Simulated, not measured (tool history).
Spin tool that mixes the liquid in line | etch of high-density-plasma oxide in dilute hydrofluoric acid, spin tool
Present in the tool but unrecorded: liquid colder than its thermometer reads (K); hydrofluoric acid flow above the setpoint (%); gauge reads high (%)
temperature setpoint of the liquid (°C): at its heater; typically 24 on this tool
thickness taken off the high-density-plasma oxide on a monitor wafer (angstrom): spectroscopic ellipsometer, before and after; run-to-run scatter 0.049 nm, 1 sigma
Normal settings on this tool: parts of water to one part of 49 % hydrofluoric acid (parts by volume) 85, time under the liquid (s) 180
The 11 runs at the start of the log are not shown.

run	hour	temperature setpoint of the liquid (°C)	parts of water to one part of 49 % hydrofluoric acid (parts by volume)	time under the liquid (s)	wafers since the last listed run	hours since the thermometer was replaced	hours since the hydrofluoric acid flow meter was replaced	hours since the gauge calibration	read-back film thickness of the high-density-plasma oxide reference wafer, read on the same gauge (nm)	thickness taken off the high-density-plasma oxide on a monitor wafer (angstrom)
12	169.6	26.5	95	180	151	73.9	70	235.5	129.96	137.1
13	216.6	24	85	180	440	120.9	117	282.5	130	142.3
14	224.1	22.5	115	275	70	128.4	124.5	290	130.01	145.7
# hour 241.6: gauge calibrated
15	248.5	24	75	180	228	152.8	148.9	6.9	129.98	162.9
16	263.5	26.5	85	180	140	167.8	163.9	21.9	130.01	156.8
17	276.9	24	50	180	125	181.2	177.3	35.3	129.97	254.6
18	283	24	85	180	57	187.3	183.4	41.4	130.03	141.8
19	300.3	25.5	50	180	161	204.6	200.7	58.7	130.03	269
20	316	28.5	55	265	146	220.3	216.4	74.4	130	404.2
21	329	24	85	180	121	233.3	229.4	87.4	130.03	142.5
22	341.7	24	85	180	118	246	242.1	100.1	130.04	142.4
23	356.8	26	85	115	141	261.1	257.2	115.2	130.05	99.3
24	363.2	24	70	180	59	267.5	263.6	121.6	130.01	178.5
25	374	27.5	85	225	101	278.3	274.4	132.4	129.99	205.1
26	382.6	24	65	180	80	286.9	283	141	130.03	191.1
27	388.7	24	85	250	57	293	289.1	147.1	129.99	198.7
28	396.2	24	85	70	70	300.5	296.6	154.6	129.95	56
29	410.8	27	85	180	136	315.1	311.2	169.2	129.96	161.4

Forecast run 30:
30	418.8	19.5	85	180	74	323.1	319.2	177.2	?	?

{"run 30": {"read-back film thickness of the high-density-plasma oxide reference wafer, read on the same gauge (nm)": 129.95, "thickness taken off the high-density-plasma oxide on a monitor wafer (angstrom)": 119.5}}
Without the tool's hidden state the same run would have given thickness taken off the high-density-plasma oxide on a monitor wafer (angstrom) 117.
